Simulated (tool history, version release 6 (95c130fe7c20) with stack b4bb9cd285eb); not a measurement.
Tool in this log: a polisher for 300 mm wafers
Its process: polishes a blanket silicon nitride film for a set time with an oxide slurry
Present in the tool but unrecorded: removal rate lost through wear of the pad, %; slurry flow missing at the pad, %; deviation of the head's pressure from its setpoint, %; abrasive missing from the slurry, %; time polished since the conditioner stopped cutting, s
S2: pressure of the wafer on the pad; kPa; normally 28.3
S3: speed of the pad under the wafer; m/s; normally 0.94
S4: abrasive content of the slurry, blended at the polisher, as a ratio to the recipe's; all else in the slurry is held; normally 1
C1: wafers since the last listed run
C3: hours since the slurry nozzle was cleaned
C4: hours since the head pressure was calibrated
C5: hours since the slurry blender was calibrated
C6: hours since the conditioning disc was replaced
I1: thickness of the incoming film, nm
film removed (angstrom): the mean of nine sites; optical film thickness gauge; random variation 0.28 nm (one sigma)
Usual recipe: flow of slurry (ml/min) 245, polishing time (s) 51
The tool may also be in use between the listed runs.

run 1 hour=0 | flow_of_slurry_(ml/min)=245 S2=28.3 S3=0.94 S4=0.8 polishing_time_(s)=51 | C1=0 wafers_polished_on_this_pad=2115 C3=219.2 C4=791 C5=302.7 C6=77 | I1=324.1 | film_removed_(angstrom)=299
-- hour=1.5 slurry nozzle cleaned
-- hour=13.8 worn pad replaced by a new one
-- hour=133.8 slurry blender recalibrated
-- hour=158.4 conditioning disc replaced and pad reconditioned
run 2 hour=162.8 | flow_of_slurry_(ml/min)=245 S2=28.3 S3=0.94 S4=0.8 polishing_time_(s)=51 | C1=2073 wafers_polished_on_this_pad=1955 C3=161.3 C4=953.8 C5=29 C6=4.4 | I1=327.4 | film_removed_(angstrom)=308
-- hour=183.4 worn pad replaced by a new one
run 3 hour=188.7 | flow_of_slurry_(ml/min)=245 S2=28.3 S3=0.94 S4=1 polishing_time_(s)=51 | C1=295 wafers_polished_on_this_pad=71 C3=187.2 C4=979.7 C5=54.9 C6=30.3 | I1=330.2 | film_removed_(angstrom)=321
run 4 hour=255.2 | flow_of_slurry_(ml/min)=245 S2=28.3 S3=0.94 S4=1 polishing_time_(s)=51 | C1=896 wafers_polished_on_this_pad=968 C3=253.7 C4=1046.2 C5=121.4 C6=96.8 | I1=324.6 | film_removed_(angstrom)=323
-- hour=293.7 slurry nozzle cleaned
-- hour=366.5 worn pad replaced by a new one
-- hour=402.6 conditioning disc replaced and pad reconditioned
run 5 hour=448.1 | flow_of_slurry_(ml/min)=245 S2=28.3 S3=0.94 S4=1 polishing_time_(s)=51 | C1=2506 wafers_polished_on_this_pad=1073 C3=154.4 C4=1239.1 C5=314.3 C6=45.5 | I1=332 | film_removed_(angstrom)=320
run 6 hour=519.3 | flow_of_slurry_(ml/min)=245 S2=28.3 S3=0.94 S4=1 polishing_time_(s)=51 | C1=960 wafers_polished_on_this_pad=2033 C3=225.6 C4=1310.3 C5=385.5 C6=116.7 | I1=333.2 | film_removed_(angstrom)=320
-- hour=534.3 slurry nozzle cleaned
-- hour=557.4 worn pad replaced by a new one
-- hour=588.5 slurry blender recalibrated
run 7 hour=591 | flow_of_slurry_(ml/min)=245 S2=28.3 S3=0.94 S4=1 polishing_time_(s)=51 | C1=872 wafers_polished_on_this_pad=426 C3=56.7 C4=1382 C5=2.5 C6=188.4 | I1=330 | film_removed_(angstrom)=322
-- hour=607.9 head pressure recalibrated
run 8 hour=638.1 | flow_of_slurry_(ml/min)=190 S2=35.9 S3=0.94 S4=1 polishing_time_(s)=51 | C1=608 wafers_polished_on_this_pad=1034 C3=103.8 C4=30.2 C5=49.6 C6=235.5 | I1=329.3 | film_removed_(angstrom)=392
-- hour=662.8 conditioning disc replaced and pad reconditioned
run 9 hour=684.8 | flow_of_slurry_(ml/min)=245 S2=28.3 S3=0.94 S4=1.25 polishing_time_(s)=42 | C1=602 wafers_polished_on_this_pad=1637 C3=150.5 C4=76.9 C5=96.3 C6=22 | I1=333.5 | film_removed_(angstrom)=283
run 10 hour=711.7 | flow_of_slurry_(ml/min)=205 S2=25.5 S3=1.18 S4=0.75 polishing_time_(s)=51 | C1=362 wafers_polished_on_this_pad=2000 C3=177.4 C4=103.8 C5=123.2 C6=48.9 | I1=326.8 | film_removed_(angstrom)=317
-- hour=749.5 worn pad replaced by a new one
run 11 hour=761.5 | flow_of_slurry_(ml/min)=245 S2=28.3 S3=1.1 S4=1 polishing_time_(s)=42 | C1=617 wafers_polished_on_this_pad=162 C3=227.2 C4=153.6 C5=173 C6=98.7 | I1=334.1 | film_removed_(angstrom)=302
-- hour=773.6 slurry nozzle cleaned
run 12 hour=811.4 | flow_of_slurry_(ml/min)=245 S2=28.3 S3=0.94 S4=1 polishing_time_(s)=41 | C1=659 wafers_polished_on_this_pad=821 C3=37.8 C4=203.5 C5=222.9 C6=148.6 | I1=334.5 | film_removed_(angstrom)=259
run 13 hour=839.7 | flow_of_slurry_(ml/min)=245 S2=28.3 S3=0.94 S4=1 polishing_time_(s)=51 | C1=381 wafers_polished_on_this_pad=1203 C3=66.1 C4=231.8 C5=251.2 C6=176.9 | I1=334.6 | film_removed_(angstrom)=317
run 14 hour=894 | flow_of_slurry_(ml/min)=245 S2=28.3 S3=0.94 S4=1 polishing_time_(s)=51 | C1=732 wafers_polished_on_this_pad=1935 C3=120.4 C4=286.1 C5=305.5 C6=231.2 | I1=327 | film_removed_(angstrom)=320

The tool's hidden state at each run:
removal rate lost through wear of the pad, %: 0 at every run
slurry flow missing at the pad, %: 0 at every run
deviation of the head's pressure from its setpoint, %: 0 at every run
abrasive missing from the slurry, %: 0 at every run
time polished since the conditioner stopped cutting, s: 0 at every run

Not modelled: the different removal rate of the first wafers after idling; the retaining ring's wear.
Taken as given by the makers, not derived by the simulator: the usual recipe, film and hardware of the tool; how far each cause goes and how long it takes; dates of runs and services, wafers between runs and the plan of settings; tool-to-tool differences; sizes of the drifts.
